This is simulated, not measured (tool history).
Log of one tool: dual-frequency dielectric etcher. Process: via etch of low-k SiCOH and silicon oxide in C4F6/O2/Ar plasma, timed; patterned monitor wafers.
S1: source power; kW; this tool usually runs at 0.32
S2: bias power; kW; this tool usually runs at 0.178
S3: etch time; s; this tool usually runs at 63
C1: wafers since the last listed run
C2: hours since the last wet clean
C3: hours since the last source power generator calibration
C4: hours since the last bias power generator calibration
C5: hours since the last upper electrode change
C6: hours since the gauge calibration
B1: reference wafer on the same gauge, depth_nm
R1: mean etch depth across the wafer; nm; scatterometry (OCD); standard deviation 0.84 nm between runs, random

| run | hour | S1 | S2 | S3 | C1 | C2 | C3 | C4 | C5 | C6 | B1 | R1 |
|---|---|---|---|---|---|---|---|---|---|---|---|---|
| 1 | 0 | 0.26 | 0.144 | 63 | 0 | 0.5 | 3712.3 | 1691.1 | 5031.1 | 652.5 | 156.8 | 144.2 |
| 2 | 71.6 | 0.26 | 0.144 | 63 | 472 | 72.1 | 3783.9 | 1762.7 | 5102.7 | 724.1 | 157.2 | 145 |
| 3 | 100.3 | 0.32 | 0.205 | 63 | 189 | 100.8 | 3812.6 | 1791.4 | 5131.4 | 752.8 | 157.3 | 181.7 |
| 4 | 123.1 | 0.32 | 0.205 | 63 | 150 | 123.6 | 3835.4 | 1814.2 | 5154.2 | 775.6 | 157.2 | 183.6 |
|  | 140.9 | source power generator calibrated |
| 5 | 146.7 | 0.32 | 0.205 | 63 | 129 | 147.2 | 5.8 | 1837.8 | 5177.8 | 799.2 | 156.9 | 183.5 |
| 6 | 161.7 | 0.32 | 0.178 | 63 | 99 | 162.2 | 20.8 | 1852.8 | 5192.8 | 814.2 | 157.2 | 173.3 |
| 7 | 174.3 | 0.26 | 0.199 | 63 | 83 | 174.8 | 33.4 | 1865.4 | 5205.4 | 826.8 | 157 | 167.4 |
| 8 | 201.4 | 0.32 | 0.178 | 63 | 178 | 201.9 | 60.5 | 1892.5 | 5232.5 | 853.9 | 156.9 | 172.5 |
| 9 | 223.5 | 0.28 | 0.156 | 69.5 | 145 | 224 | 82.6 | 1914.6 | 5254.6 | 876 | 157.2 | 172.6 |
| 10 | 240.2 | 0.32 | 0.178 | 63 | 110 | 240.7 | 99.3 | 1931.3 | 5271.3 | 892.7 | 157 | 175.6 |
| 11 | 269.6 | 0.3 | 0.197 | 48.5 | 194 | 270.1 | 128.7 | 1960.7 | 5300.7 | 922.1 | 157.1 | 137.1 |
| 12 | 284 | 0.27 | 0.205 | 55.5 | 95 | 284.5 | 143.1 | 1975.1 | 5315.1 | 936.5 | 157 | 150.9 |
|  | 349.6 | gauge calibrated |
| 13 | 386.1 | 0.32 | 0.167 | 63 | 673 | 386.6 | 245.2 | 2077.2 | 5417.2 | 36.5 | 157.1 | 172.2 |
| 14 | 403.6 | 0.3 | 0.197 | 48.5 | 115 | 404.1 | 262.7 | 2094.7 | 5434.7 | 54 | 157.3 | 139 |
| 15 | 435.7 | 0.32 | 0.218 | 63 | 211 | 436.2 | 294.8 | 2126.8 | 5466.8 | 86.1 | 156.9 | 191.7 |
| 16 | 464 | 0.32 | 0.178 | 63 | 186 | 464.5 | 323.1 | 2155.1 | 5495.1 | 114.4 | 157.2 | 177.2 |
| 17 | 484.7 | 0.32 | 0.214 | 63 | 136 | 485.2 | 343.8 | 2175.8 | 5515.8 | 135.1 | 156.9 | 192 |
| 18 | 510.9 | 0.32 | 0.178 | 51.5 | 172 | 511.4 | 370 | 2202 | 5542 | 161.3 | 156.6 | 145.4 |
|  | 537.2 | bias power generator calibrated |
|  | 548.6 | wet clean of the chamber |
|  | 557 | upper electrode replaced |
| 19 | 557.5 | 0.32 | 0.189 | 68 | 150 | 8.9 | 416.6 | 20.3 | 0.5 | 207.9 | 157 | 188.9 |
| 20 | 558.4 | 0.27 | 0.165 | 50.5 | 5 | 9.8 | 417.5 | 21.2 | 1.4 | 208.8 | 156.7 | 124.7 |
| 21 | 579.8 | 0.35 | 0.138 | 63 | 141 | 31.2 | 438.9 | 42.6 | 22.8 | 230.2 | 157.1 | 162 |
| 22 | 593.7 | 0.26 | 0.144 | 63 | 91 | 45.1 | 452.8 | 56.5 | 36.7 | 244.1 | 156.8 | 146.3 |

Predict the results of run 23:
| 23 | 639 | 0.36 | 0.21 | 63 | 298 | 90.4 | 498.1 | 101.8 | 82 | 289.4 | ? | ? |

Run 23 measured B1 157.2, R1 194.8 nm.
If the tool had no hidden condition, the same run with the same run-to-run variation would have returned R1 192.5 nm.

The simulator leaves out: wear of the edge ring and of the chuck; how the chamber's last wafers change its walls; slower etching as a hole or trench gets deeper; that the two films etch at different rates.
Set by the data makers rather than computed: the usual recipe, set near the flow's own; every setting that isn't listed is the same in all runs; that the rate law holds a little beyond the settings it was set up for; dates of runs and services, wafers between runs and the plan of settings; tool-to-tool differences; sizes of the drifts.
